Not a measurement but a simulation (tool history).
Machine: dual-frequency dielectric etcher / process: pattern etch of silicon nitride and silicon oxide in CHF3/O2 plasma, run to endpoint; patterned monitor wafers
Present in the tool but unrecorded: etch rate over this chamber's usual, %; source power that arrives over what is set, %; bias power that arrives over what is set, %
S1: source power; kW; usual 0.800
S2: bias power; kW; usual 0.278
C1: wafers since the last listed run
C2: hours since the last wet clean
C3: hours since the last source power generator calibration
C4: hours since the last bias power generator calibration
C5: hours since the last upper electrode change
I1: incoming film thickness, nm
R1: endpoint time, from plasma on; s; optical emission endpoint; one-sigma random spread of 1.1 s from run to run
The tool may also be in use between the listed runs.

| run | hour | S1 | S2 | C1 | C2 | C3 | C4 | C5 | I1 | R1 |
|---|---|---|---|---|---|---|---|---|---|---|
| 1 | 0.0 | 0.800 | 0.278 | 0 | 259.4 | 1685.9 | 2995.3 | 3036.1 | 283.6 | 136.4 |
| 2 | 8.6 | 0.800 | 0.278 | 59 | 268.0 | 1694.5 | 3003.9 | 3044.7 | 280.3 | 136.2 |
| 3 | 17.7 | 0.800 | 0.302 | 63 | 277.1 | 1703.6 | 3013.0 | 3053.8 | 282.7 | 131.2 |
| 4 | 30.1 | 0.800 | 0.302 | 86 | 289.5 | 1716.0 | 3025.4 | 3066.2 | 280.7 | 129.9 |
| 5 | 47.4 | 0.800 | 0.278 | 120 | 306.8 | 1733.3 | 3042.7 | 3083.5 | 282.6 | 133.8 |
| 6 | 54.9 | 0.800 | 0.278 | 52 | 314.3 | 1740.8 | 3050.2 | 3091.0 | 282.7 | 136.0 |
| 7 | 65.5 | 0.800 | 0.278 | 73 | 324.9 | 1751.4 | 3060.8 | 3101.6 | 281.7 | 132.4 |
| 8 | 81.3 | 0.800 | 0.325 | 109 | 340.7 | 1767.2 | 3076.6 | 3117.4 | 281.5 | 124.9 |
| 9 | 91.6 | 0.800 | 0.325 | 71 | 351.0 | 1777.5 | 3086.9 | 3127.7 | 283.8 | 128.3 |
| 10 | 103.9 | 0.800 | 0.325 | 85 | 363.3 | 1789.8 | 3099.2 | 3140.0 | 282.2 | 127.4 |
| 11 | 134.3 | 0.800 | 0.278 | 211 | 393.7 | 1820.2 | 3129.6 | 3170.4 | 280.0 | 131.6 |
|  | 159.1 | upper electrode replaced |
| 12 | 159.6 | 0.800 | 0.278 | 9 | 419.0 | 1845.5 | 3154.9 | 0.5 | 281.5 | 131.5 |
|  | 206.3 | wet clean of the chamber |
| 13 | 206.8 | 0.800 | 0.278 | 161 | 0.5 | 1892.7 | 3202.1 | 47.7 | 281.4 | 138.6 |
| 14 | 207.2 | 0.890 | 0.278 | 2 | 0.9 | 1893.1 | 3202.5 | 48.1 | 282.2 | 133.1 |
| 15 | 207.5 | 0.720 | 0.300 | 2 | 1.2 | 1893.4 | 3202.8 | 48.4 | 284.1 | 143.6 |
| 16 | 220.7 | 0.800 | 0.278 | 91 | 14.4 | 1906.6 | 3216.0 | 61.6 | 282.3 | 138.0 |
| 17 | 227.0 | 0.990 | 0.250 | 43 | 20.7 | 1912.9 | 3222.3 | 67.9 | 279.4 | 130.4 |
| 18 | 242.8 | 0.870 | 0.324 | 109 | 36.5 | 1928.7 | 3238.1 | 83.7 | 281.7 | 124.6 |
| 19 | 255.1 | 0.750 | 0.278 | 85 | 48.8 | 1941.0 | 3250.4 | 96.0 | 283.5 | 142.7 |
|  | 268.4 | source power generator calibrated |
| 20 | 271.8 | 0.900 | 0.328 | 88 | 65.5 | 3.4 | 3267.1 | 112.7 | 281.8 | 123.8 |
| 21 | 288.4 | 0.800 | 0.278 | 115 | 82.1 | 20.0 | 3283.7 | 129.3 | 283.3 | 136.6 |
|  | 305.0 | bias power generator calibrated |
| 22 | 305.5 | 0.640 | 0.211 | 91 | 99.2 | 37.1 | 0.5 | 146.4 | 283.1 | 169.2 |
| 23 | 320.1 | 0.800 | 0.278 | 101 | 113.8 | 51.7 | 15.1 | 161.0 | 279.5 | 137.0 |
| 24 | 329.7 | 0.800 | 0.336 | 66 | 123.4 | 61.3 | 24.7 | 170.6 | 281.5 | 127.3 |
| 25 | 344.2 | 0.610 | 0.217 | 100 | 137.9 | 75.8 | 39.2 | 185.1 | 280.6 | 164.9 |
| 26 | 357.4 | 0.710 | 0.278 | 91 | 151.1 | 89.0 | 52.4 | 198.3 | 282.4 | 145.2 |
| 27 | 372.3 | 0.800 | 0.296 | 103 | 166.0 | 103.9 | 67.3 | 213.2 | 282.2 | 131.8 |
| 28 | 382.4 | 0.610 | 0.245 | 70 | 176.1 | 114.0 | 77.4 | 223.3 | 281.9 | 157.9 |
| 29 | 397.8 | 0.730 | 0.278 | 107 | 191.5 | 129.4 | 92.8 | 238.7 | 282.9 | 139.9 |

Consider 3 possible next runs. They are alternatives, not a sequence: every one starts from the tool as it was left by run 29. What does each give?
| A | 398.3 | 0.800 | 0.257 | 3 | 192.0 | 129.9 | 93.3 | 239.2 | 281.8 | ? |
| B | 398.3 | 0.800 | 0.313 | 3 | 192.0 | 129.9 | 93.3 | 239.2 | 281.8 | ? |
| C | 398.3 | 0.740 | 0.245 | 3 | 192.0 | 129.9 | 93.3 | 239.2 | 281.8 | ? |

| run | R1 |
|---|---|
| A | 138.6 |
| B | 128.7 |
| C | 145.3 |
With the hidden condition removed and each run's random variation left untouched, the same runs would have given:
| run | R1 |
|---|---|
| A | 141.4 |
| B | 131.3 |
| C | 148.2 |

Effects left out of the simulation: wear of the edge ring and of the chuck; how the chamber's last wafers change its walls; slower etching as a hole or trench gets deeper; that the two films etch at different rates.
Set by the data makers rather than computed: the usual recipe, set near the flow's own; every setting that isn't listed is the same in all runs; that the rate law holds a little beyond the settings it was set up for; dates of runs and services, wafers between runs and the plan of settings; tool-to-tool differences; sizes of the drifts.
